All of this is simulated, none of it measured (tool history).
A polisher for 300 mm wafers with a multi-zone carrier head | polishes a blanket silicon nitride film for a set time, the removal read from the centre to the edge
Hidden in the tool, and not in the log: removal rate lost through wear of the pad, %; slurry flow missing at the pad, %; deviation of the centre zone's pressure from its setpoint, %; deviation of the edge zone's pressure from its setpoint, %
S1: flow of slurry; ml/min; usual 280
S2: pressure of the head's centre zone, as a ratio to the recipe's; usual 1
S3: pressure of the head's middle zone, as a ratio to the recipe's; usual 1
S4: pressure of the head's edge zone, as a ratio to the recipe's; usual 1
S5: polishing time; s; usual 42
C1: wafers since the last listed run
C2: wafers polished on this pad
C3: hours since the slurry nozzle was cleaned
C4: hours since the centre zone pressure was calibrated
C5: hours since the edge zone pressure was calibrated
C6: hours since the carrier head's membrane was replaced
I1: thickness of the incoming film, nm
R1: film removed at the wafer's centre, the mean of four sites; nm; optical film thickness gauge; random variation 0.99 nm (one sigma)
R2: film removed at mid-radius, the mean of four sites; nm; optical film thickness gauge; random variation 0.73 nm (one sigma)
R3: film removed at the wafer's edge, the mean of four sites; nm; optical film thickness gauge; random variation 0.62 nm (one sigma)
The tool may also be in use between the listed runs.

run,hour,S1,S2,S3,S4,S5,C1,C2,C3,C4,C5,C6,I1,R1,R2,R3
1,0,280,1,0.97,1,42,0,83,323.5,350,1169,106.6,430.8,67.1,66.3,67.5
2,49,280,1,1,1,31,342,425,372.5,399,1218,155.6,427,48.2,49.3,49.6
3,123.7,280,1,1,1,31,521,946,447.2,473.7,1292.7,230.3,427.2,47.4,49,49.6
# hour 252.7: centre zone pressure recalibrated
4,290.8,325,1,0.96,1.04,42,1152,2099,614.3,38.1,1459.8,397.4,434.4,65,63.8,69
# hour 314.1: slurry nozzle cleaned, repeated, since the last time left the tool worse
# hour 326.7: edge zone pressure recalibrated
5,366.3,340,1,1,1,42,506,2605,52.2,113.6,39.6,472.9,426,73.6,75.7,73.2
6,402.3,325,1,0.96,1.04,42,251,2857,88.2,149.6,75.6,508.9,433.7,75.6,71.2,73.6
7,464.9,325,1.08,1,1.1,42,437,3294,150.8,212.2,138.2,571.5,436.1,78.5,73.4,76
# hour 507.8: worn pad replaced by a new one
8,518.5,350,1,1,1.12,42,346,74,204.4,265.8,191.8,625.1,433.2,73.6,74.1,77.4
9,556,280,0.91,1,1,42,261,336,241.9,303.3,229.3,662.6,428.9,65.4,73.4,70.6
10,595.5,280,1,1,1,42,275,612,281.4,342.8,268.8,702.1,433.1,71.9,73.1,72.4
11,640.6,280,1,1,1.04,29,314,927,326.5,387.9,313.9,747.2,421.4,48.8,48.8,50.6
# hour 682.6: carrier head's membrane replaced by a new one
12,735.3,280,1,1.06,1.09,42,626,1553,421.2,482.6,408.6,52.7,430.3,71.2,75.8,74.8
# hour 763: centre zone pressure recalibrated
13,773.7,325,1,0.96,1,48,254,1807,459.6,10.7,447,91.1,430.5,82.6,81,82.7
14,809.9,280,0.9,1,1,33,252,2060,495.8,46.9,483.2,127.3,435.4,50,55.8,55.7
# hour 820: slurry nozzle cleaned
15,937,280,1,1,1,42,880,2940,117,174,610.3,254.4,431.9,73.1,72.4,71.5
# hour 1111.7: worn pad replaced by a new one
16,1204.7,360,1.11,1.06,1,42,1841,649,384.7,441.7,878,522.1,426.9,82.2,76.7,73.5
17,1293.1,280,1,1,1,29,617,1266,473.1,530.1,966.4,610.5,423.1,50.8,49,48.9
# hour 1326.5: centre zone pressure recalibrated
# hour 1367.5: slurry nozzle cleaned
18,1385.9,280,1,1,1.1,56,626,1893,18.4,59.4,1059.2,703.3,432.2,97.9,98.2,100.4
19,1427.9,280,1,1,0.9,46,293,2186,60.4,101.4,1101.2,745.3,433.4,81.5,80.2,75.6
20,1496.2,330,1,1,1,42,476,2663,128.7,169.7,1169.5,813.6,438.2,76.2,73.7,73.5
# hour 1582: carrier head's membrane replaced by a new one
21,1582.5,280,1,1,1,42,567,3231,215,256,1255.8,0.5,428.2,73.5,73.6,71.5

5 ways to go on from here, each from the tool as it stands after run 21. What would each give?
A,1582.9,325,1,1,1,42,2,3234,215.4,256.4,1256.2,0.9,427.4,?,?,?
B,1582.9,280,1,0.94,1,42,2,3234,215.4,256.4,1256.2,0.9,427.4,?,?,?
C,1582.9,280,1.11,1,1,42,2,3234,215.4,256.4,1256.2,0.9,427.4,?,?,?
D,1582.9,355,1,1.03,0.94,42,2,3234,215.4,256.4,1256.2,0.9,427.4,?,?,?
E,1582.9,255,1,1,0.96,42,2,3234,215.4,256.4,1256.2,0.9,427.4,?,?,?

run,R1,R2,R3
A,72.7,73.9,72
B,71.3,69.1,71.1
C,78.8,72.6,71
D,73.4,76.4,70.3
E,70.3,71.8,69
Without the tool's hidden state the same runs would have given:
run,R1,R2,R3
A,73.5,74.7,72.5
B,72.2,69.9,71.7
C,79.8,73.5,71.7
D,74.2,77.1,70.8
E,71.4,72.7,69.7
